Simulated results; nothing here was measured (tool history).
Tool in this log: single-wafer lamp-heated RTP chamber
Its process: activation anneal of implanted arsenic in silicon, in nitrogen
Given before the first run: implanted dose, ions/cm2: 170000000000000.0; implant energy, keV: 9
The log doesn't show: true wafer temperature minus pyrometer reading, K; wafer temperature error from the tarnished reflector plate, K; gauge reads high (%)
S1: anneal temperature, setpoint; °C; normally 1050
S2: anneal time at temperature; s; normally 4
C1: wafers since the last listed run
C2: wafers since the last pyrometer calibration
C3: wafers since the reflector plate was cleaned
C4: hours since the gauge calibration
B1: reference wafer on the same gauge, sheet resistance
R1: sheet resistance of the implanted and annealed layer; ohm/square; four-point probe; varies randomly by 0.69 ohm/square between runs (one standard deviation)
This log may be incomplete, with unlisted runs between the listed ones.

Run 1, hour 0.0: usual settings; C1 0; C2 1199; C3 6304; C4 497.5; B1 427.34. Result: R1 462.13 ohm/square.
Run 2, hour 16.8: usual settings; C1 210; C2 1410; C3 6514; C4 514.3; B1 427.04. Result: R1 459.84 ohm/square.
Run 3, hour 27.1: usual settings; C1 128; C2 1539; C3 6643; C4 524.6; B1 427.14. Result: R1 461.11 ohm/square.
Run 4, hour 40.0: usual settings; C1 161; C2 1700; C3 6805; C4 537.5; B1 426.92. Result: R1 461.64 ohm/square.
Run 5, hour 53.5: usual settings but S2 6 s; C1 168; C2 1869; C3 6974; C4 551.0; B1 426.84. Result: R1 458.50 ohm/square.
Run 6, hour 60.6: usual settings but S2 6 s; C1 88; C2 1958; C3 7063; C4 558.1; B1 426.79. Result: R1 456.71 ohm/square.
Run 7, hour 67.8: usual settings but S1 1059 °C, S2 6 s; C1 90; C2 2048; C3 7153; C4 565.3; B1 426.71. Result: R1 454.39 ohm/square.
Run 8, hour 82.5: usual settings; C1 183; C2 2232; C3 7337; C4 580.0; B1 426.57. Result: R1 460.92 ohm/square.
Run 9, hour 89.4: usual settings; C1 86; C2 2318; C3 7423; C4 586.9; B1 426.83. Result: R1 460.87 ohm/square.
Run 10, hour 97.5: usual settings but S1 1057 °C; C1 101; C2 2420; C3 7525; C4 595.0; B1 426.44. Result: R1 459.66 ohm/square.
Run 11, hour 108.7: usual settings but S1 1065 °C; C1 140; C2 2560; C3 7665; C4 606.2; B1 426.39. Result: R1 457.97 ohm/square.
At hour 128.7: pyrometer window cleaned and pyrometer calibrated.
Run 12, hour 129.2: usual settings but S1 1065 °C; C1 156; C2 6; C3 7821; C4 626.7; B1 426.29. Result: R1 458.11 ohm/square.
At hour 141.5: reflector plate cleaned.
Run 13, hour 142.0: usual settings but S1 1065 °C; C1 60; C2 66; C3 6; C4 639.5; B1 426.00. Result: R1 458.41 ohm/square.
Run 14, hour 148.8: usual settings; C1 85; C2 151; C3 91; C4 646.3; B1 425.95. Result: R1 460.28 ohm/square.
Run 15, hour 164.4: usual settings; C1 195; C2 346; C3 286; C4 661.9; B1 426.07. Result: R1 460.70 ohm/square.
Run 16, hour 181.1: usual settings; C1 209; C2 555; C3 495; C4 678.6; B1 425.80. Result: R1 459.71 ohm/square.
Run 17, hour 193.3: usual settings but S1 1042 °C, S2 6 s; C1 152; C2 708; C3 648; C4 690.8; B1 425.45. Result: R1 459.28 ohm/square.
Run 18, hour 200.2: usual settings but S1 1062 °C; C1 86; C2 794; C3 734; C4 697.7; B1 425.41. Result: R1 457.38 ohm/square.
Run 19, hour 211.8: usual settings but S1 1059 °C, S2 5 s; C1 145; C2 939; C3 880; C4 709.3; B1 425.39. Result: R1 456.29 ohm/square.
Run 20, hour 219.5: usual settings but S1 1078 °C, S2 3 s; C1 96; C2 1036; C3 976; C4 717.0; B1 425.28. Result: R1 457.06 ohm/square.
Run 21, hour 229.7: usual settings but S1 1027 °C, S2 3 s; C1 127; C2 1163; C3 1104; C4 727.2; B1 425.30. Result: R1 463.71 ohm/square.
At hour 241.4: gauge calibrated.
Run 22, hour 243.0: usual settings; C1 166; C2 1330; C3 1270; C4 1.6; B1 429.25. Result: R1 463.35 ohm/square.
Run 23, hour 254.1: usual settings but S1 1038 °C; C1 138; C2 1469; C3 1409; C4 12.7; B1 429.27. Result: R1 463.92 ohm/square.
Run 24, hour 298.1: usual settings but S1 1060 °C; C1 550; C2 2019; C3 1960; C4 56.7; B1 429.48. Result: R1 461.34 ohm/square.
Run 25, hour 310.4: usual settings but S1 1035 °C; C1 153; C2 2173; C3 2114; C4 69.0; B1 429.57. Result: R1 464.29 ohm/square.
Run 26, hour 325.4: usual settings but S1 1079 °C; C1 187; C2 2361; C3 2301; C4 84.0; B1 429.23. Result: R1 458.11 ohm/square.
Run 27, hour 339.2: usual settings but S1 1026 °C, S2 3 s; C1 172; C2 2534; C3 2474; C4 97.8; B1 429.36. Result: R1 468.28 ohm/square.
Run 28, hour 351.4: usual settings but S1 1036 °C, S2 3 s; C1 152; C2 2687; C3 2627; C4 110.0; B1 429.35. Result: R1 466.68 ohm/square.
At hour 369.9: pyrometer window cleaned and pyrometer calibrated.
Run 29, hour 370.4: usual settings but S1 1062 °C; C1 137; C2 6; C3 2765; C4 129.0; B1 429.36. Result: R1 462.06 ohm/square.
Run 30, hour 378.0: usual settings but S1 1072 °C, S2 6 s; C1 95; C2 101; C3 2860; C4 136.6; B1 429.20. Result: R1 454.45 ohm/square.
Run 31, hour 390.5: usual settings; C1 156; C2 258; C3 3016; C4 149.1; B1 429.03. Result: R1 463.56 ohm/square.
Run 32, hour 398.4: usual settings; C1 98; C2 357; C3 3115; C4 157.0; B1 429.03. Result: R1 463.84 ohm/square.
Run 33, hour 406.9: usual settings but S1 1041 °C, S2 3 s; C1 106; C2 463; C3 3221; C4 165.5; B1 429.23. Result: R1 465.90 ohm/square.
Run 34, hour 424.0: usual settings; C1 214; C2 677; C3 3435; C4 182.6; B1 429.04. Result: R1 463.73 ohm/square.
Run 35, hour 439.0: usual settings but S1 1042 °C; C1 187; C2 865; C3 3623; C4 197.6; B1 428.70. Result: R1 464.57 ohm/square.
Run 36, hour 451.7: usual settings; C1 158; C2 1024; C3 3782; C4 210.3; B1 429.26. Result: R1 462.99 ohm/square.
Run 37, hour 479.6: usual settings; C1 349; C2 1373; C3 4131; C4 238.2; B1 428.77. Result: R1 463.10 ohm/square.

Take each entry between the runs: how does the hidden state at the last listed run before it differ from the hidden state at the first listed run after it?
Logged between run 11 and run 12: pyrometer window cleaned and pyrometer calibrated (hour 128.7)
  gauge reads high (%): -0.598 -> -0.641
  difference, measured minus the result without the unlogged condition, R1: -2.76 -> -2.96 ohm/square
Logged between run 12 and run 13: reflector plate cleaned (hour 141.5)
  gauge reads high (%): -0.641 -> -0.668
  difference, measured minus the result without the unlogged condition, R1: -2.96 -> -3.09 ohm/square
Logged between run 21 and run 22: gauge calibrated (hour 241.4)
  gauge reads high (%): -0.868 -> 0.0673
  difference, measured minus the result without the unlogged condition, R1: -4.06 -> +0.31 ohm/square
Logged between run 28 and run 29: pyrometer window cleaned and pyrometer calibrated (hour 369.9)
  gauge reads high (%): 0.047 -> 0.0394
  difference, measured minus the result without the unlogged condition, R1: +0.22 -> +0.18 ohm/square
